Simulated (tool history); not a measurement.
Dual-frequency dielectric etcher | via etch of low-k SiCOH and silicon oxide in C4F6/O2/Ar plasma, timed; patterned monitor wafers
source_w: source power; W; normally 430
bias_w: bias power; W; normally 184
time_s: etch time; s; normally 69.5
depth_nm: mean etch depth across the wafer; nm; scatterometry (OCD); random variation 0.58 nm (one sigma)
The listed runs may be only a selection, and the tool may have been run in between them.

run,hour,source_w,bias_w,time_s,"read-back reference wafer on the same gauge, depth_nm",depth_nm
1,0.0,430,184,55.5,145.9,137.3
2,31.8,430,184,84.0,146.1,206.3
3,40.4,430,184,84.0,145.9,206.4
4,54.8,430,184,69.5,146.0,170.0
5,64.7,430,184,69.5,146.0,170.4
# hour 96.8: upper electrode replaced
6,97.3,430,184,69.5,146.1,170.6
7,97.7,430,184,69.5,146.1,170.2
8,98.0,430,184,69.5,145.9,170.1
9,104.6,430,184,69.5,146.0,169.9
10,114.2,430,184,69.5,146.2,170.7
# hour 129.2: bias power generator calibrated
11,130.6,380,184,84.0,146.0,195.8
12,138.2,430,184,81.5,145.8,198.7
13,155.9,470,184,69.5,146.0,176.0
# hour 195.5: gauge calibrated
14,197.8,380,156,50.0,146.0,110.1
15,211.6,380,156,50.0,145.9,110.3
# hour 223.0: source power generator calibrated
# hour 242.7: wet clean of the chamber
16,243.2,430,168,69.5,146.1,167.8
17,243.6,350,161,69.5,146.1,152.6
18,244.0,430,142,61.5,145.9,140.8
19,251.5,430,184,69.5,145.9,173.6
20,265.6,430,184,69.5,146.0,172.6
21,278.2,430,184,69.5,146.0,173.2
22,288.8,430,151,69.5,146.0,162.5
23,300.3,430,163,58.5,146.0,139.1
24,315.7,430,184,54.5,146.1,136.3

Give the tool's hidden conditions for every run:
source power that arrives over what is set, %: 0 on each run
bias power that arrives over what is set, %: 0 on each run
gauge reads high (%): 0 on each run
H1: etch rate over this chamber's usual, %
run,H1
1,-0.957
2,-1.17
3,-1.23
4,-1.32
5,-1.39
6,-1.61
7,-1.61
8,-1.61
9,-1.66
10,-1.72
11,-1.83
12,-1.88
13,-2
14,-2.28
15,-2.37
16,0.225
17,0.223
18,0.22
19,0.17
20,0.0757
21,-0.00856
22,-0.0794
23,-0.156
24,-0.259
